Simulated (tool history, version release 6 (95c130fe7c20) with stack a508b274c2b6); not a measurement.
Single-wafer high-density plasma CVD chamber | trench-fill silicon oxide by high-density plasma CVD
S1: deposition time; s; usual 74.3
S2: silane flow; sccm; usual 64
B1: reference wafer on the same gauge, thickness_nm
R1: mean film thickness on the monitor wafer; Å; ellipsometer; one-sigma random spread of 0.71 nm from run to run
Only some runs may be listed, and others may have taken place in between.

Run 1, day 0: usual settings but S2 58 sccm; B1 566.169. Result: R1 4086.42 Å.
Run 2, day 0.746: usual settings but S2 58 sccm; B1 565.681. Result: R1 4094.73 Å.
Run 3, day 1.312: usual settings but S2 58 sccm; B1 566.162. Result: R1 4089.04 Å.
Run 4, day 1.929: usual settings; B1 566.085. Result: R1 4516.93 Å.
Run 5, day 2.475: usual settings; B1 566.034. Result: R1 4531.46 Å.
Run 6, day 2.954: usual settings; B1 565.939. Result: R1 4508.51 Å.
Run 7, day 3.233: usual settings; B1 566.34. Result: R1 4514.49 Å.
Run 8, day 3.767: usual settings; B1 566.064. Result: R1 4512.69 Å.
Run 9, day 5.721: usual settings but S1 77.9 s, S2 74 sccm; B1 565.735. Result: R1 5269.93 Å.
Run 10, day 6.333: usual settings but S1 65.2 s, S2 68 sccm; B1 566.177. Result: R1 4069.62 Å.
Run 11, day 6.892: usual settings but S1 84.4 s, S2 72 sccm; B1 565.823. Result: R1 5542.01 Å.
Run 12, day 7.621: usual settings but S1 64.6 s, S2 52 sccm; B1 565.899. Result: R1 3312.99 Å.
Run 13, day 7.742: usual settings; B1 566.066. Result: R1 4700.21 Å.
Run 14, day 8.271: usual settings; B1 565.752. Result: R1 4700.49 Å.
Run 15, day 8.783: usual settings but S1 64.6 s, S2 52 sccm; B1 565.889. Result: R1 3319.14 Å.
Run 16, day 9.35: usual settings but S1 81.4 s, S2 60 sccm; B1 566.037. Result: R1 4810.64 Å.
Run 17, day 9.696: usual settings but S1 79.6 s, S2 73 sccm; B1 565.967. Result: R1 5745.13 Å.
Run 18, day 10.254: usual settings but S1 88.1 s; B1 566.023. Result: R1 5574.56 Å.
Run 19, day 10.592: usual settings but S1 65.6 s; B1 566.057. Result: R1 4144.87 Å.

Not shown here: 3 entries made in the log between runs. Locate each between two listed runs and compare the hidden state at the listed run before it with the hidden state at the listed run after it:
Between runs 8 and 9: silane flow controller replaced (day 5.121)
  delivered silane flow above the setpoint (%): -4.4 -> -7.8
  measured minus no-state result, R1: -207.45 -> -445.73 Å
Between runs 11 and 12: gauge calibrated (day 7.058); silane flow controller replaced, repeated, since the last time left the tool worse (day 7.6)
  delivered silane flow above the setpoint (%): -7.8 -> -0.476
  measured minus no-state result, R1: -468.79 -> -15.83 Å

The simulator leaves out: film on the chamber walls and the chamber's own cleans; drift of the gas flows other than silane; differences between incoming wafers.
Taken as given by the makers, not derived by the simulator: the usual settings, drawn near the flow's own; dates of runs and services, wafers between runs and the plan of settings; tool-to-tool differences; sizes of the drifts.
